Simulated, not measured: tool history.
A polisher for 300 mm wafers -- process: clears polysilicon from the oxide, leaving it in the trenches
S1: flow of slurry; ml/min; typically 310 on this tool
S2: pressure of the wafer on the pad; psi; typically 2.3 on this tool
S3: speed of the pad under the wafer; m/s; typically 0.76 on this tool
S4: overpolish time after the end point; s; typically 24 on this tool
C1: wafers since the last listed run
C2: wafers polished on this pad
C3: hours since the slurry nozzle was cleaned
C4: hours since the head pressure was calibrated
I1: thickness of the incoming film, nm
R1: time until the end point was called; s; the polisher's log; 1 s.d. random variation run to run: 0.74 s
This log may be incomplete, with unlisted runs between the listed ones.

{"run": 1, "hour": 0.0, "S1": 310, "S2": 2.3, "S3": 0.76, "S4": 24, "C1": 0, "C2": 1010, "C3": 216, "C4": 680.8, "I1": 572.8, "R1": 65.7}
{"hour": 60.7, "done": "slurry nozzle cleaned"}
{"run": 2, "hour": 70.2, "S1": 310, "S2": 2.3, "S3": 0.58, "S4": 24, "C1": 973, "C2": 1984, "C3": 9.5, "C4": 751, "I1": 582.9, "R1": 77.9}
{"run": 3, "hour": 127.2, "S1": 310, "S2": 2.3, "S3": 0.76, "S4": 24, "C1": 801, "C2": 2786, "C3": 66.5, "C4": 808, "I1": 570, "R1": 62.5}
{"run": 4, "hour": 172.4, "S1": 310, "S2": 2.3, "S3": 0.76, "S4": 24, "C1": 635, "C2": 3421, "C3": 111.7, "C4": 853.2, "I1": 574.4, "R1": 62.9}
{"hour": 197.0, "done": "worn pad replaced by a new one"}
{"run": 5, "hour": 199.0, "S1": 310, "S2": 2.3, "S3": 0.76, "S4": 24, "C1": 317, "C2": 27, "C3": 138.3, "C4": 879.8, "I1": 565.7, "R1": 62}
{"run": 6, "hour": 237.2, "S1": 310, "S2": 2.3, "S3": 0.76, "S4": 24, "C1": 537, "C2": 565, "C3": 176.5, "C4": 918, "I1": 573.9, "R1": 65.2}
{"hour": 290.1, "done": "slurry nozzle cleaned"}
{"run": 7, "hour": 296.5, "S1": 310, "S2": 2.3, "S3": 0.76, "S4": 24, "C1": 820, "C2": 1385, "C3": 6.4, "C4": 977.3, "I1": 564.9, "R1": 61.3}
{"run": 8, "hour": 355.7, "S1": 310, "S2": 2.3, "S3": 0.76, "S4": 24, "C1": 832, "C2": 2218, "C3": 65.6, "C4": 1036.5, "I1": 565.4, "R1": 61.2}
{"run": 9, "hour": 416.3, "S1": 310, "S2": 2.3, "S3": 0.76, "S4": 24, "C1": 852, "C2": 3070, "C3": 126.2, "C4": 1097.1, "I1": 564.1, "R1": 62.5}
{"hour": 423.2, "done": "worn pad replaced by a new one"}
{"hour": 507.8, "done": "slurry nozzle cleaned"}
{"run": 10, "hour": 554.9, "S1": 345, "S2": 2.3, "S3": 0.76, "S4": 24, "C1": 1879, "C2": 1838, "C3": 47.1, "C4": 1235.7, "I1": 564.5, "R1": 61.1}
{"run": 11, "hour": 617.5, "S1": 310, "S2": 2.3, "S3": 0.76, "S4": 24, "C1": 880, "C2": 2718, "C3": 109.7, "C4": 1298.3, "I1": 566.6, "R1": 62.3}
{"hour": 635.5, "done": "worn pad replaced by a new one"}
{"run": 12, "hour": 684.5, "S1": 265, "S2": 1.9, "S3": 0.6, "S4": 32, "C1": 886, "C2": 688, "C3": 176.7, "C4": 1365.3, "I1": 566.1, "R1": 89.1}
{"hour": 689.6, "done": "head pressure recalibrated"}
{"run": 13, "hour": 725.8, "S1": 310, "S2": 2.3, "S3": 0.76, "S4": 24, "C1": 552, "C2": 1241, "C3": 218, "C4": 36.2, "I1": 566.9, "R1": 64.9}
{"hour": 782.9, "done": "slurry nozzle cleaned"}
{"run": 14, "hour": 788.3, "S1": 310, "S2": 2.3, "S3": 0.58, "S4": 16, "C1": 865, "C2": 2106, "C3": 5.4, "C4": 98.7, "I1": 564.7, "R1": 74.7}
{"run": 15, "hour": 840.6, "S1": 310, "S2": 1.7, "S3": 0.76, "S4": 11, "C1": 735, "C2": 2842, "C3": 57.7, "C4": 151, "I1": 569.1, "R1": 81}
{"run": 16, "hour": 875.3, "S1": 310, "S2": 2.6, "S3": 0.76, "S4": 18, "C1": 488, "C2": 3330, "C3": 92.4, "C4": 185.7, "I1": 567.9, "R1": 55.3}
{"hour": 894.1, "done": "worn pad replaced by a new one"}
{"run": 17, "hour": 899.5, "S1": 340, "S2": 2.3, "S3": 0.7, "S4": 13, "C1": 284, "C2": 75, "C3": 116.6, "C4": 209.9, "I1": 576.7, "R1": 66.8}
{"run": 18, "hour": 951.0, "S1": 225, "S2": 1.7, "S3": 0.88, "S4": 19, "C1": 724, "C2": 799, "C3": 168.1, "C4": 261.4, "I1": 562.8, "R1": 77.2}
{"run": 19, "hour": 1008.4, "S1": 225, "S2": 1.7, "S3": 0.88, "S4": 19, "C1": 807, "C2": 1607, "C3": 225.5, "C4": 318.8, "I1": 572.3, "R1": 80.1}
{"hour": 1027.4, "done": "slurry nozzle cleaned"}
{"run": 20, "hour": 1048.9, "S1": 415, "S2": 3, "S3": 0.76, "S4": 24, "C1": 555, "C2": 2162, "C3": 21.5, "C4": 359.3, "I1": 570.5, "R1": 48.3}
{"run": 21, "hour": 1117.1, "S1": 205, "S2": 2.3, "S3": 0.56, "S4": 24, "C1": 959, "C2": 3122, "C3": 89.7, "C4": 427.5, "I1": 568.4, "R1": 81.1}
{"hour": 1122.8, "done": "worn pad replaced by a new one"}
{"run": 22, "hour": 1176.3, "S1": 265, "S2": 1.9, "S3": 0.6, "S4": 32, "C1": 776, "C2": 752, "C3": 148.9, "C4": 486.7, "I1": 562.9, "R1": 88.1}
{"run": 23, "hour": 1239.2, "S1": 310, "S2": 2.7, "S3": 0.76, "S4": 24, "C1": 884, "C2": 1637, "C3": 211.8, "C4": 549.6, "I1": 579.4, "R1": 57.4}

4 ways to go on from here, each from the tool as it stands after run 23. What would each give?
{"run": "A", "hour": 1239.6, "S1": 310, "S2": 2.3, "S3": 0.76, "S4": 24, "C1": 5, "C2": 1643, "C3": 212.2, "C4": 550, "I1": 569, "R1": "?"}
{"run": "B", "hour": 1239.6, "S1": 270, "S2": 2.3, "S3": 0.76, "S4": 24, "C1": 5, "C2": 1643, "C3": 212.2, "C4": 550, "I1": 569, "R1": "?"}
{"run": "C", "hour": 1239.6, "S1": 310, "S2": 2.3, "S3": 0.76, "S4": 16, "C1": 5, "C2": 1643, "C3": 212.2, "C4": 550, "I1": 569, "R1": "?"}
{"run": "D", "hour": 1239.6, "S1": 395, "S2": 2, "S3": 0.94, "S4": 24, "C1": 5, "C2": 1643, "C3": 212.2, "C4": 550, "I1": 569, "R1": "?"}

run=A R1=65.3
run=B R1=66.7
run=C R1=65.3
run=D R1=60.8
Had the tool no hidden state, the same runs would have come out as:
run=A R1=62.3
run=B R1=63.2
run=C R1=62.3
run=D R1=58.7
